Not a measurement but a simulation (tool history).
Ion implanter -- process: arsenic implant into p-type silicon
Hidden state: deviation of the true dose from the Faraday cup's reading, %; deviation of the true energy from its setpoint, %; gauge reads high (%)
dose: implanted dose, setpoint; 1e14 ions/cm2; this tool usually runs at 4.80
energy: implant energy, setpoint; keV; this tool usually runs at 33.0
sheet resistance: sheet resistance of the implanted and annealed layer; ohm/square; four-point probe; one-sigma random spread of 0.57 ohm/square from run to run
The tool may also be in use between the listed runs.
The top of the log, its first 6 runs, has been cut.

| run | hour | dose | energy | wafers since the last listed run | hours since the last dose calibration | hours since the extraction supply was calibrated | hours since the gauge calibration | read-back reference wafer on the same gauge, sheet resistance | sheet resistance |
|---|---|---|---|---|---|---|---|---|---|
| 7 | 133.3 | 4.80 | 33.0 | 460 | 2414.1 | 5886.1 | 932.0 | 214.78 | 188.59 |
| 8 | 153.9 | 5.20 | 33.0 | 298 | 2434.7 | 5906.7 | 952.6 | 214.75 | 178.28 |
| 9 | 187.3 | 4.80 | 33.0 | 483 | 2468.1 | 5940.1 | 986.0 | 214.98 | 189.69 |
| 10 | 203.1 | 4.80 | 25.5 | 228 | 2483.9 | 5955.9 | 1001.8 | 215.17 | 197.39 |
| 11 | 220.9 | 4.44 | 33.0 | 257 | 2501.7 | 5973.7 | 1019.6 | 215.33 | 201.80 |
| 12 | 254.8 | 4.44 | 33.0 | 491 | 2535.6 | 6007.6 | 1053.5 | 215.56 | 200.96 |
| 13 | 270.8 | 4.80 | 33.0 | 231 | 2551.6 | 6023.6 | 1069.5 | 215.38 | 190.34 |
|  | 288.6 | extraction supply calibrated |
| 14 | 289.1 | 4.80 | 33.0 | 149 | 2569.9 | 0.5 | 1087.8 | 215.66 | 189.60 |
| 15 | 308.8 | 4.41 | 33.0 | 285 | 2589.6 | 20.2 | 1107.5 | 215.68 | 202.16 |
|  | 329.3 | Faraday cup replaced and dose calibrated |
| 16 | 329.8 | 4.80 | 36.5 | 188 | 0.5 | 41.2 | 1128.5 | 215.85 | 187.47 |
| 17 | 343.8 | 5.79 | 25.5 | 202 | 14.5 | 55.2 | 1142.5 | 215.72 | 171.64 |
| 18 | 358.8 | 4.80 | 33.0 | 217 | 29.5 | 70.2 | 1157.5 | 215.92 | 190.17 |
| 19 | 375.5 | 5.45 | 43.5 | 241 | 46.2 | 86.9 | 1174.2 | 216.05 | 165.89 |
| 20 | 388.0 | 3.90 | 33.0 | 181 | 58.7 | 99.4 | 1186.7 | 216.10 | 223.68 |
|  | 399.9 | gauge calibrated |
| 21 | 403.7 | 4.80 | 33.0 | 227 | 74.4 | 115.1 | 3.8 | 211.69 | 187.56 |
| 22 | 436.1 | 5.20 | 33.0 | 469 | 106.8 | 147.5 | 36.2 | 211.64 | 175.32 |
| 23 | 464.6 | 3.79 | 43.0 | 412 | 135.3 | 176.0 | 64.7 | 211.68 | 215.58 |

For run 24, what comes out?
| 24 | 490.6 | 5.78 | 28.5 | 376 | 161.3 | 202.0 | 90.7 | ? | ? |

For run 24 the tool returned read-back reference wafer on the same gauge, sheet resistance 211.61, sheet resistance 165.35 ohm/square.
If the tool had no hidden condition, the same run with the same run-to-run variation would have returned sheet resistance 165.64 ohm/square.
